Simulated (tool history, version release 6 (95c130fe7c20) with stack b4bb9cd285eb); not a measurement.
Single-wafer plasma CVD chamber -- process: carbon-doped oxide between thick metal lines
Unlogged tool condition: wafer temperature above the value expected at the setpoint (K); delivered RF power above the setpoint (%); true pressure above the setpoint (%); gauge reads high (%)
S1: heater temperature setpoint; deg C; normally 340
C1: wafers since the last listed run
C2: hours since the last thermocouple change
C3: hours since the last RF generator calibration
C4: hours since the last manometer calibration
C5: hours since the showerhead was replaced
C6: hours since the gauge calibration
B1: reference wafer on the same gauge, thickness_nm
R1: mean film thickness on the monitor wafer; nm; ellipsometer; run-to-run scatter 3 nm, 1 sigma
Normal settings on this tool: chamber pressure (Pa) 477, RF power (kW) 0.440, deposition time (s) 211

run 1 hour=0.0 | S1=340 chamber_pressure_(Pa)=477 RF_power_(kW)=0.440 deposition_time_(s)=211 | C1=0 C2=853.8 C3=1174.2 C4=1413.1 C5=7478.4 C6=127.4 | B1=1032.614 | R1=903.838
run 2 hour=6.7 | S1=340 chamber_pressure_(Pa)=477 RF_power_(kW)=0.440 deposition_time_(s)=211 | C1=40 C2=860.5 C3=1180.9 C4=1419.8 C5=7485.1 C6=134.1 | B1=1032.274 | R1=907.025
run 3 hour=17.7 | S1=340 chamber_pressure_(Pa)=477 RF_power_(kW)=0.440 deposition_time_(s)=211 | C1=67 C2=871.5 C3=1191.9 C4=1430.8 C5=7496.1 C6=145.1 | B1=1031.552 | R1=901.945
run 4 hour=24.3 | S1=340 chamber_pressure_(Pa)=477 RF_power_(kW)=0.440 deposition_time_(s)=211 | C1=40 C2=878.1 C3=1198.5 C4=1437.4 C5=7502.7 C6=151.7 | B1=1032.637 | R1=907.118
run 5 hour=41.8 | S1=340 chamber_pressure_(Pa)=477 RF_power_(kW)=0.440 deposition_time_(s)=211 | C1=107 C2=895.6 C3=1216.0 C4=1454.9 C5=7520.2 C6=169.2 | B1=1031.645 | R1=897.964
-- hour=57.4 capacitance manometer re-zeroed and calibrated
run 6 hour=63.2 | S1=336 chamber_pressure_(Pa)=477 RF_power_(kW)=0.470 deposition_time_(s)=211 | C1=81 C2=917.0 C3=1237.4 C4=5.8 C5=7541.6 C6=190.6 | B1=1032.173 | R1=969.018
run 7 hour=75.1 | S1=336 chamber_pressure_(Pa)=477 RF_power_(kW)=0.470 deposition_time_(s)=211 | C1=72 C2=928.9 C3=1249.3 C4=17.7 C5=7553.5 C6=202.5 | B1=1031.124 | R1=968.628
run 8 hour=85.3 | S1=336 chamber_pressure_(Pa)=477 RF_power_(kW)=0.470 deposition_time_(s)=211 | C1=62 C2=939.1 C3=1259.5 C4=27.9 C5=7563.7 C6=212.7 | B1=1033.057 | R1=962.914
-- hour=108.8 thermocouple changed; heater temperature recalibrated
run 9 hour=109.3 | S1=340 chamber_pressure_(Pa)=477 RF_power_(kW)=0.440 deposition_time_(s)=211 | C1=97 C2=0.5 C3=1283.5 C4=51.9 C5=7587.7 C6=236.7 | B1=1030.444 | R1=899.021
run 10 hour=109.8 | S1=340 chamber_pressure_(Pa)=477 RF_power_(kW)=0.440 deposition_time_(s)=211 | C1=3 C2=1.0 C3=1284.0 C4=52.4 C5=7588.2 C6=237.2 | B1=1031.048 | R1=903.313
run 11 hour=118.8 | S1=340 chamber_pressure_(Pa)=477 RF_power_(kW)=0.440 deposition_time_(s)=211 | C1=55 C2=10.0 C3=1293.0 C4=61.4 C5=7597.2 C6=246.2 | B1=1031.785 | R1=904.271
run 12 hour=127.5 | S1=340 chamber_pressure_(Pa)=477 RF_power_(kW)=0.440 deposition_time_(s)=229 | C1=53 C2=18.7 C3=1301.7 C4=70.1 C5=7605.9 C6=254.9 | B1=1031.880 | R1=981.762
-- hour=133.5 gauge calibrated
run 13 hour=139.2 | S1=340 chamber_pressure_(Pa)=477 RF_power_(kW)=0.440 deposition_time_(s)=211 | C1=71 C2=30.4 C3=1313.4 C4=81.8 C5=7617.6 C6=5.7 | B1=1031.547 | R1=905.204
-- hour=148.5 RF generator calibrated
run 14 hour=156.6 | S1=351 chamber_pressure_(Pa)=477 RF_power_(kW)=0.440 deposition_time_(s)=211 | C1=57 C2=47.8 C3=8.1 C4=99.2 C5=7635.0 C6=23.1 | B1=1032.060 | R1=837.321
-- hour=173.5 showerhead replaced
run 15 hour=174.0 | S1=340 chamber_pressure_(Pa)=412 RF_power_(kW)=0.440 deposition_time_(s)=211 | C1=57 C2=65.2 C3=25.5 C4=116.6 C5=0.5 C6=40.5 | B1=1031.871 | R1=851.506
run 16 hour=175.6 | S1=340 chamber_pressure_(Pa)=477 RF_power_(kW)=0.440 deposition_time_(s)=211 | C1=9 C2=66.8 C3=27.1 C4=118.2 C5=2.1 C6=42.1 | B1=1031.837 | R1=862.588
run 17 hour=190.4 | S1=334 chamber_pressure_(Pa)=433 RF_power_(kW)=0.510 deposition_time_(s)=195 | C1=90 C2=81.6 C3=41.9 C4=133.0 C5=16.9 C6=56.9 | B1=1030.932 | R1=913.037
run 18 hour=200.9 | S1=340 chamber_pressure_(Pa)=477 RF_power_(kW)=0.440 deposition_time_(s)=211 | C1=64 C2=92.1 C3=52.4 C4=143.5 C5=27.4 C6=67.4 | B1=1031.956 | R1=862.579
run 19 hour=212.9 | S1=340 chamber_pressure_(Pa)=584 RF_power_(kW)=0.440 deposition_time_(s)=211 | C1=73 C2=104.1 C3=64.4 C4=155.5 C5=39.4 C6=79.4 | B1=1032.506 | R1=878.819
-- hour=224.6 RF generator calibrated, repeated, since the last time left the tool worse
run 20 hour=225.1 | S1=340 chamber_pressure_(Pa)=477 RF_power_(kW)=0.440 deposition_time_(s)=211 | C1=25 C2=116.3 C3=0.5 C4=167.7 C5=51.6 C6=91.6 | B1=1031.935 | R1=936.169
run 21 hour=235.5 | S1=336 chamber_pressure_(Pa)=425 RF_power_(kW)=0.465 deposition_time_(s)=190 | C1=63 C2=126.7 C3=10.9 C4=178.1 C5=62.0 C6=102.0 | B1=1030.958 | R1=888.648
run 22 hour=243.4 | S1=334 chamber_pressure_(Pa)=433 RF_power_(kW)=0.510 deposition_time_(s)=195 | C1=48 C2=134.6 C3=18.8 C4=186.0 C5=69.9 C6=109.9 | B1=1031.874 | R1=979.307
run 23 hour=259.1 | S1=336 chamber_pressure_(Pa)=425 RF_power_(kW)=0.375 deposition_time_(s)=190 | C1=96 C2=150.3 C3=34.5 C4=201.7 C5=85.6 C6=125.6 | B1=1033.288 | R1=735.620
run 24 hour=273.6 | S1=331 chamber_pressure_(Pa)=477 RF_power_(kW)=0.440 deposition_time_(s)=231 | C1=88 C2=164.8 C3=49.0 C4=216.2 C5=100.1 C6=140.1 | B1=1031.745 | R1=1057.822
run 25 hour=289.1 | S1=330 chamber_pressure_(Pa)=411 RF_power_(kW)=0.460 deposition_time_(s)=239 | C1=94 C2=180.3 C3=64.5 C4=231.7 C5=115.6 C6=155.6 | B1=1032.102 | R1=1119.634
run 26 hour=306.6 | S1=340 chamber_pressure_(Pa)=477 RF_power_(kW)=0.490 deposition_time_(s)=211 | C1=107 C2=197.8 C3=82.0 C4=249.2 C5=133.1 C6=173.1 | B1=1032.205 | R1=1016.910
run 27 hour=322.2 | S1=350 chamber_pressure_(Pa)=555 RF_power_(kW)=0.415 deposition_time_(s)=222 | C1=95 C2=213.4 C3=97.6 C4=264.8 C5=148.7 C6=188.7 | B1=1033.375 | R1=915.584
-- hour=333.1 gauge calibrated
run 28 hour=337.6 | S1=350 chamber_pressure_(Pa)=477 RF_power_(kW)=0.440 deposition_time_(s)=198 | C1=94 C2=228.8 C3=113.0 C4=280.2 C5=164.1 C6=4.5 | B1=1032.801 | R1=844.100

Forecast each of these 4 alternatives for the next run:
run A hour=338.1 | S1=340 chamber_pressure_(Pa)=477 RF_power_(kW)=0.440 deposition_time_(s)=211 | C1=3 C2=229.3 C3=113.5 C4=280.7 C5=164.6 C6=5.0 | B1=? | R1=?
run B hour=338.1 | S1=325 chamber_pressure_(Pa)=477 RF_power_(kW)=0.370 deposition_time_(s)=211 | C1=3 C2=229.3 C3=113.5 C4=280.7 C5=164.6 C6=5.0 | B1=? | R1=?
run C hour=338.1 | S1=340 chamber_pressure_(Pa)=477 RF_power_(kW)=0.465 deposition_time_(s)=211 | C1=3 C2=229.3 C3=113.5 C4=280.7 C5=164.6 C6=5.0 | B1=? | R1=?
run D hour=338.1 | S1=340 chamber_pressure_(Pa)=387 RF_power_(kW)=0.470 deposition_time_(s)=211 | C1=3 C2=229.3 C3=113.5 C4=280.7 C5=164.6 C6=5.0 | B1=? | R1=?

run=A B1=1032.528 R1=936.878
run=B B1=1032.528 R1=848.688
run=C B1=1032.528 R1=980.411
run=D B1=1032.528 R1=969.732
Without the tool's hidden state the same runs would have given:
run=A R1=949.520
run=B R1=860.646
run=C R1=991.800
run=D R1=980.997
